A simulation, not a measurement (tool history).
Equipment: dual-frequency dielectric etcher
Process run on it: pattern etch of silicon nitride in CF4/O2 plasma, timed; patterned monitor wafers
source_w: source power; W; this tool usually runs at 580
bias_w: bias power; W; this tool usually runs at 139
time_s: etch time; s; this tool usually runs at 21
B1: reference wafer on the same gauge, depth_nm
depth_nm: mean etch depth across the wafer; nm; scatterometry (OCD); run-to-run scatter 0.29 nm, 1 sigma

run 1 hour=0 | source_w=580 bias_w=139 time_s=21 | B1=39 | depth_nm=43.52
run 2 hour=107.6 | source_w=580 bias_w=153 time_s=21 | B1=39.21 | depth_nm=45.97
run 3 hour=151.4 | source_w=580 bias_w=153 time_s=21 | B1=39.27 | depth_nm=44.74
run 4 hour=225.5 | source_w=580 bias_w=139 time_s=21 | B1=39.37 | depth_nm=44.18
run 5 hour=325 | source_w=630 bias_w=139 time_s=23.5 | B1=39.33 | depth_nm=54.17
-- hour=369.9 wet clean of the chamber
run 6 hour=373.3 | source_w=630 bias_w=139 time_s=23.5 | B1=39.33 | depth_nm=53.64
run 7 hour=436.1 | source_w=530 bias_w=139 time_s=21 | B1=39.42 | depth_nm=40.18
-- hour=486.7 bias power generator calibrated
run 8 hour=514.2 | source_w=530 bias_w=139 time_s=21 | B1=39.34 | depth_nm=40.13
run 9 hour=615 | source_w=580 bias_w=131 time_s=21 | B1=39.52 | depth_nm=43.36
run 10 hour=707.5 | source_w=580 bias_w=139 time_s=21 | B1=39.46 | depth_nm=44.04
run 11 hour=793.3 | source_w=580 bias_w=139 time_s=21 | B1=39.57 | depth_nm=44.33
-- hour=903.5 wet clean of the chamber
run 12 hour=904 | source_w=580 bias_w=139 time_s=21 | B1=39.62 | depth_nm=44.43
run 13 hour=995.1 | source_w=650 bias_w=139 time_s=21 | B1=39.79 | depth_nm=49.97
run 14 hour=1079.4 | source_w=580 bias_w=171 time_s=21 | B1=39.82 | depth_nm=48.11
run 15 hour=1131.8 | source_w=580 bias_w=139 time_s=25.5 | B1=39.8 | depth_nm=54.14
run 16 hour=1213.1 | source_w=510 bias_w=161 time_s=24.5 | B1=40.05 | depth_nm=47.7
run 17 hour=1263 | source_w=470 bias_w=166 time_s=19 | B1=39.97 | depth_nm=34.57
run 18 hour=1301 | source_w=580 bias_w=139 time_s=21 | B1=40.11 | depth_nm=45.08
-- hour=1314 source power generator calibrated
-- hour=1407.9 wet clean of the chamber
run 19 hour=1408.4 | source_w=580 bias_w=139 time_s=22.5 | B1=39.97 | depth_nm=48.33
run 20 hour=1473.5 | source_w=580 bias_w=115 time_s=21 | B1=40.19 | depth_nm=42.36
run 21 hour=1543.8 | source_w=630 bias_w=139 time_s=23.5 | B1=40.29 | depth_nm=55.38
-- hour=1613.8 upper electrode replaced
run 22 hour=1614.3 | source_w=640 bias_w=160 time_s=21 | B1=40.26 | depth_nm=52.49
run 23 hour=1648.6 | source_w=670 bias_w=171 time_s=27 | B1=40.32 | depth_nm=72.59
-- hour=1658.9 gauge calibrated
run 24 hour=1700.8 | source_w=510 bias_w=157 time_s=18 | B1=38.78 | depth_nm=33.99
run 25 hour=1807.3 | source_w=700 bias_w=130 time_s=16 | B1=38.9 | depth_nm=39.24
run 26 hour=1908.9 | source_w=670 bias_w=116 time_s=23 | B1=38.83 | depth_nm=52.22
run 27 hour=1958.5 | source_w=580 bias_w=105 time_s=21 | B1=38.9 | depth_nm=40.44
-- hour=1984.9 wet clean of the chamber
run 28 hour=2031.1 | source_w=580 bias_w=139 time_s=21 | B1=38.91 | depth_nm=44.41
run 29 hour=2077 | source_w=640 bias_w=130 time_s=21 | B1=39.03 | depth_nm=47.39
run 30 hour=2387.1 | source_w=580 bias_w=150 time_s=19 | B1=39.42 | depth_nm=41.05

4 ways to go on from here, each from the tool as it stands after run 30. What would each give?
run A hour=2387.5 | source_w=490 bias_w=139 time_s=21 | B1=? | depth_nm=?
run B hour=2387.5 | source_w=620 bias_w=106 time_s=23 | B1=? | depth_nm=?
run C hour=2387.5 | source_w=440 bias_w=105 time_s=26 | B1=? | depth_nm=?
run D hour=2387.5 | source_w=460 bias_w=139 time_s=27.5 | B1=? | depth_nm=?

run=A B1=39.25 depth_nm=36.8
run=B B1=39.25 depth_nm=47.47
run=C B1=39.25 depth_nm=36.86
run=D B1=39.25 depth_nm=44.95
Had the tool no hidden state, the same runs would have come out as:
run=A depth_nm=36.18
run=B depth_nm=46.67
run=C depth_nm=36.24
run=D depth_nm=44.19
